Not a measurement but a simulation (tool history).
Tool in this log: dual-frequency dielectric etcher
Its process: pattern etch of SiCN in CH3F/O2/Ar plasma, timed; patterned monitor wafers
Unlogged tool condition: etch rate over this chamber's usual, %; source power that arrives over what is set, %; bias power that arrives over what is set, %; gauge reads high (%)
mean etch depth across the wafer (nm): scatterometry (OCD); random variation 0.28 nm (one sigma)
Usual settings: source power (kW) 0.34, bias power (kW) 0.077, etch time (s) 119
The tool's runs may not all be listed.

run,hour,source power (kW),bias power (kW),etch time (s),wafers since the last listed run,hours since the last wet clean,hours since the last source power generator calibration,hours since the last bias power generator calibration,hours since the last upper electrode change,hours since the gauge calibration,"read-back reference wafer on the same gauge, depth_nm",mean etch depth across the wafer (nm)
1,0,0.34,0.077,135.5,0,366.3,1341.4,4327.3,1113.5,627,45.42,49.23
2,24.5,0.34,0.077,119,210,390.8,1365.9,4351.8,1138,651.5,45.45,43.14
# hour 52.6: wet clean of the chamber
3,73.6,0.34,0.077,119,215,21,1415,4400.9,1187.1,700.6,45.48,44.12
4,107.1,0.34,0.077,131.5,287,54.5,1448.5,4434.4,1220.6,734.1,45.42,48.72
5,208.1,0.34,0.077,131.5,866,155.5,1549.5,4535.4,1321.6,835.1,45.5,48.86
6,267.7,0.34,0.077,131.5,511,215.1,1609.1,4595,1381.2,894.7,45.61,48.59
7,302.9,0.39,0.087,119,301,250.3,1644.3,4630.2,1416.4,929.9,45.45,48.04
8,367.1,0.34,0.077,119,550,314.5,1708.5,4694.4,1480.6,994.1,45.46,43.52
9,418.6,0.34,0.077,119,441,366,1760,4745.9,1532.1,1045.6,45.52,43.45
# hour 456.6: gauge calibrated
# hour 562.9: wet clean of the chamber
10,605.6,0.34,0.077,119,1398,42.7,1947,4932.9,1719.1,149,45.52,41.42
11,639.3,0.34,0.077,119,289,76.4,1980.7,4966.6,1752.8,182.7,45.56,41.46
# hour 670.7: bias power generator calibrated
12,709.2,0.34,0.077,119,565,146.3,2050.6,38.5,1822.7,252.6,45.51,41.36
# hour 772.6: wet clean of the chamber, repeated, since the last time left the tool worse
13,773.1,0.38,0.077,144.5,342,0.5,2114.5,102.4,1886.6,316.5,45.54,57.02
# hour 843.7: upper electrode replaced
14,844.2,0.34,0.077,108.5,403,71.6,2185.6,173.5,0.5,387.6,45.43,40.44
15,891.4,0.27,0.077,90.5,404,118.8,2232.8,220.7,47.7,434.8,45.49,29.45
16,937.4,0.34,0.077,119,394,164.8,2278.8,266.7,93.7,480.8,45.49,43.94
17,962.8,0.41,0.077,134.5,217,190.2,2304.2,292.1,119.1,506.2,45.52,53.9
18,1019.4,0.34,0.077,108.5,485,246.8,2360.8,348.7,175.7,562.8,45.56,39.68
19,1050.5,0.38,0.077,144.5,266,277.9,2391.9,379.8,206.8,593.9,45.43,55.52
20,1110.3,0.34,0.091,108.5,512,337.7,2451.7,439.6,266.6,653.7,45.45,41.21
21,1159.3,0.3,0.069,89.5,420,386.7,2500.7,488.6,315.6,702.7,45.49,29.86
# hour 1193.6: source power generator calibrated
22,1204.8,0.34,0.077,119,355,432.2,11.2,534.1,361.1,748.2,45.51,43.29
# hour 1250.6: wet clean of the chamber
23,1267.7,0.38,0.077,119,333,17.1,74.1,597,424,811.1,45.58,47
24,1333.5,0.32,0.068,148,564,82.9,139.9,662.8,489.8,876.9,45.52,52.33
25,1402.6,0.32,0.095,93,592,152,209,731.9,558.9,946,45.46,34.99
26,1430.1,0.34,0.077,85.5,235,179.5,236.5,759.4,586.4,973.5,45.49,31.55
# hour 1489.1: gauge calibrated
27,1494.3,0.3,0.077,119,550,243.7,300.7,823.6,650.6,5.2,45.4,41.33
28,1550.8,0.34,0.091,119,484,300.2,357.2,880.1,707.1,61.7,45.45,44.9

5 options for the next run, each taken on its own from the tool as it stands now. Forecast them:
A,1551.2,0.34,0.077,119,3,300.6,357.6,880.5,707.5,62.1,?,?
B,1551.2,0.34,0.088,119,3,300.6,357.6,880.5,707.5,62.1,?,?
C,1551.2,0.39,0.088,94,3,300.6,357.6,880.5,707.5,62.1,?,?
D,1551.2,0.34,0.06,130,3,300.6,357.6,880.5,707.5,62.1,?,?
E,1551.2,0.37,0.092,103,3,300.6,357.6,880.5,707.5,62.1,?,?

run,"read-back reference wafer on the same gauge, depth_nm",mean etch depth across the wafer (nm)
A,45.51,43.83
B,45.51,45.11
C,45.51,38.09
D,45.51,45.61
E,45.51,41.1
With the hidden condition removed and each run's random variation left untouched, the same runs would have given:
run,mean etch depth across the wafer (nm)
A,44.6
B,45.91
C,38.76
D,46.41
E,41.83
